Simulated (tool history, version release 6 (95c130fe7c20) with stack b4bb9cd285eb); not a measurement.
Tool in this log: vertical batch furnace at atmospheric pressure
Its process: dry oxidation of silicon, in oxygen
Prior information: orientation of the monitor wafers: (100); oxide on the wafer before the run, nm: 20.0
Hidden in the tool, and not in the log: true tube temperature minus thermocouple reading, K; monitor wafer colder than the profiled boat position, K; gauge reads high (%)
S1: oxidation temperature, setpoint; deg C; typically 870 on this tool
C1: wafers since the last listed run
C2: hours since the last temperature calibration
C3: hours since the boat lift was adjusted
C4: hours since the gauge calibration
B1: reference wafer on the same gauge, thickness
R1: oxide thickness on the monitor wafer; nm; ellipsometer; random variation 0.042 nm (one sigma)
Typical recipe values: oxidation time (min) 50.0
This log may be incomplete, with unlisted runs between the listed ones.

run 1 hour=0.0 | S1=870 oxidation_time_(min)=50.0 | C1=0 C2=1667.9 C3=4489.9 C4=572.7 | B1=30.61 | R1=28.04
run 2 hour=54.2 | S1=870 oxidation_time_(min)=50.0 | C1=662 C2=1722.1 C3=4544.1 C4=626.9 | B1=30.59 | R1=27.97
run 3 hour=112.2 | S1=870 oxidation_time_(min)=50.0 | C1=708 C2=1780.1 C3=4602.1 C4=684.9 | B1=30.61 | R1=28.08
run 4 hour=221.5 | S1=852 oxidation_time_(min)=40.0 | C1=1336 C2=1889.4 C3=4711.4 C4=794.2 | B1=30.57 | R1=25.47
-- hour=240.0 gauge calibrated
run 5 hour=273.1 | S1=852 oxidation_time_(min)=40.0 | C1=630 C2=1941.0 C3=4763.0 C4=33.1 | B1=30.59 | R1=25.50
run 6 hour=329.5 | S1=852 oxidation_time_(min)=40.0 | C1=689 C2=1997.4 C3=4819.4 C4=89.5 | B1=30.59 | R1=25.42
run 7 hour=398.8 | S1=870 oxidation_time_(min)=33.0 | C1=847 C2=2066.7 C3=4888.7 C4=158.8 | B1=30.60 | R1=25.94
run 8 hour=467.7 | S1=877 oxidation_time_(min)=50.0 | C1=842 C2=2135.6 C3=4957.6 C4=227.7 | B1=30.60 | R1=28.81
run 9 hour=539.5 | S1=877 oxidation_time_(min)=50.0 | C1=877 C2=2207.4 C3=5029.4 C4=299.5 | B1=30.58 | R1=28.80
run 10 hour=629.8 | S1=877 oxidation_time_(min)=50.0 | C1=1103 C2=2297.7 C3=5119.7 C4=389.8 | B1=30.60 | R1=28.80
run 11 hour=667.1 | S1=870 oxidation_time_(min)=50.0 | C1=455 C2=2335.0 C3=5157.0 C4=427.1 | B1=30.59 | R1=28.06
run 12 hour=698.0 | S1=870 oxidation_time_(min)=50.0 | C1=377 C2=2365.9 C3=5187.9 C4=458.0 | B1=30.62 | R1=28.10
run 13 hour=728.3 | S1=870 oxidation_time_(min)=50.0 | C1=370 C2=2396.2 C3=5218.2 C4=488.3 | B1=30.61 | R1=28.08
-- hour=798.3 thermocouples replaced and temperature profile calibrated
-- hour=927.1 boat lift adjusted
run 14 hour=927.6 | S1=870 oxidation_time_(min)=29.5 | C1=1849 C2=129.3 C3=0.5 C4=687.6 | B1=30.61 | R1=25.20
run 15 hour=970.1 | S1=870 oxidation_time_(min)=50.0 | C1=519 C2=171.8 C3=43.0 C4=730.1 | B1=30.60 | R1=27.79
run 16 hour=1012.4 | S1=890 oxidation_time_(min)=50.0 | C1=517 C2=214.1 C3=85.3 C4=772.4 | B1=30.60 | R1=29.94
run 17 hour=1070.0 | S1=870 oxidation_time_(min)=50.0 | C1=704 C2=271.7 C3=142.9 C4=830.0 | B1=30.60 | R1=27.78
-- hour=1078.7 gauge calibrated
run 18 hour=1097.3 | S1=870 oxidation_time_(min)=69.0 | C1=333 C2=299.0 C3=170.2 C4=18.6 | B1=30.61 | R1=30.02
run 19 hour=1124.1 | S1=857 oxidation_time_(min)=50.0 | C1=327 C2=325.8 C3=197.0 C4=45.4 | B1=30.61 | R1=26.60
run 20 hour=1181.8 | S1=894 oxidation_time_(min)=37.0 | C1=705 C2=383.5 C3=254.7 C4=103.1 | B1=30.62 | R1=28.27
run 21 hour=1234.5 | S1=870 oxidation_time_(min)=50.0 | C1=644 C2=436.2 C3=307.4 C4=155.8 | B1=30.62 | R1=27.73
run 22 hour=1295.0 | S1=877 oxidation_time_(min)=70.5 | C1=739 C2=496.7 C3=367.9 C4=216.3 | B1=30.61 | R1=31.21
run 23 hour=1347.3 | S1=885 oxidation_time_(min)=63.5 | C1=639 C2=549.0 C3=420.2 C4=268.6 | B1=30.60 | R1=31.43
run 24 hour=1417.0 | S1=887 oxidation_time_(min)=63.5 | C1=851 C2=618.7 C3=489.9 C4=338.3 | B1=30.61 | R1=31.72
run 25 hour=1446.7 | S1=861 oxidation_time_(min)=64.5 | C1=363 C2=648.4 C3=519.6 C4=368.0 | B1=30.59 | R1=28.49
run 26 hour=1506.9 | S1=885 oxidation_time_(min)=63.5 | C1=735 C2=708.6 C3=579.8 C4=428.2 | B1=30.60 | R1=31.40

Consider 5 possible next runs. They are alternatives, not a sequence: every one starts from the tool as it was left by run 26. What does each give?
run A hour=1512.1 | S1=870 oxidation_time_(min)=50.0 | C1=63 C2=713.8 C3=585.0 C4=433.4 | B1=? | R1=?
run B hour=1512.1 | S1=882 oxidation_time_(min)=31.0 | C1=63 C2=713.8 C3=585.0 C4=433.4 | B1=? | R1=?
run C hour=1512.1 | S1=878 oxidation_time_(min)=56.5 | C1=63 C2=713.8 C3=585.0 C4=433.4 | B1=? | R1=?
run D hour=1512.1 | S1=851 oxidation_time_(min)=74.0 | C1=63 C2=713.8 C3=585.0 C4=433.4 | B1=? | R1=?
run E hour=1512.1 | S1=852 oxidation_time_(min)=33.0 | C1=63 C2=713.8 C3=585.0 C4=433.4 | B1=? | R1=?

run=A B1=30.62 R1=27.83
run=B B1=30.62 R1=26.32
run=C B1=30.62 R1=29.52
run=D B1=30.62 R1=28.31
run=E B1=30.62 R1=24.69
Take away the tool's hidden state, keep each run's random variation, and the runs would have read:
run=A R1=27.71
run=B R1=26.23
run=C R1=29.37
run=D R1=28.18
run=E R1=24.62
